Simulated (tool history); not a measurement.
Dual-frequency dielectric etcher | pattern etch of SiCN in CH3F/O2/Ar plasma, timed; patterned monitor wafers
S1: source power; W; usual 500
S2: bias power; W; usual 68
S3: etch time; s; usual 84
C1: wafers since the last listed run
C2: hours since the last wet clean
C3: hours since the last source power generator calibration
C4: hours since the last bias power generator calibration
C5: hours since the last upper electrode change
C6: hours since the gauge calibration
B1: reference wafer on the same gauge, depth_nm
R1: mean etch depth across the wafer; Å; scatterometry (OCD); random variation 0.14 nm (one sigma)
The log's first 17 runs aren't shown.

run    hour   S1  S2     S3   C1     C2      C3      C4      C5      C6     B1     R1
 18  1057.7  500  68     70  348    370  4287.8   408.1   480.6   862.2  39.69  271.6
 19    1083  500  56  107.5  181  395.3  4313.1   433.4   505.9   887.5  39.72  382.4
 20  1124.5  500  75   73.5  298  436.8  4354.6   474.9   547.4     929  39.67  295.6
 21  1180.4  430  63     84  401  492.7  4410.5   530.8   603.3   984.9  39.71  293.8
       1189  -- source power generator calibrated
     1243.8  -- wet clean of the chamber
 22  1244.3  500  68     84  257    0.5    55.3   594.7   667.2  1048.8  39.69  334.4
 23  1287.9  500  68     84  313   44.1    98.9   638.3   710.8  1092.4  39.63  332.9
 24  1331.7  430  76     60  314   87.9   142.7   682.1   754.6  1136.2  39.79  235.1
 25  1392.5  380  80     63  436  148.7   203.5   742.9   815.4    1197  39.72  237.7
 26  1424.2  500  68     84  227  180.4   235.2   774.6   847.1  1228.7  39.77  329.9
 27  1450.2  500  68     84  186  206.4   261.2   800.6   873.1  1254.7  39.72  326.7
 28  1516.4  620  68     84  475  272.6   327.4   866.8   939.3  1320.9  39.67  359.8
 29  1582.7  580  55     70  476  338.9   393.7   933.1  1005.6  1387.2  39.68  264.1
 30  1648.3  440  74  104.5  471  404.5   459.3   998.7  1071.2  1452.8  39.76  397.1
 31  1681.2  390  68     84  236  437.4   492.2  1031.6  1104.1  1485.7  39.68  295.7

Forecast each of these 3 alternatives for the next run:
  A  1681.6  500  68  84   2  437.8  492.6  1032  1104.5  1486.1   ?   ?
  B  1681.6  590  53  84   2  437.8  492.6  1032  1104.5  1486.1   ?   ?
  C  1681.6  590  68  68   2  437.8  492.6  1032  1104.5  1486.1   ?   ?

run     B1     R1
  A  39.71    323
  B  39.71  311.7
  C  39.71  279.2
Without the tool's hidden state the same runs would have given:
run     R1
  A  333.5
  B  321.9
  C  288.2
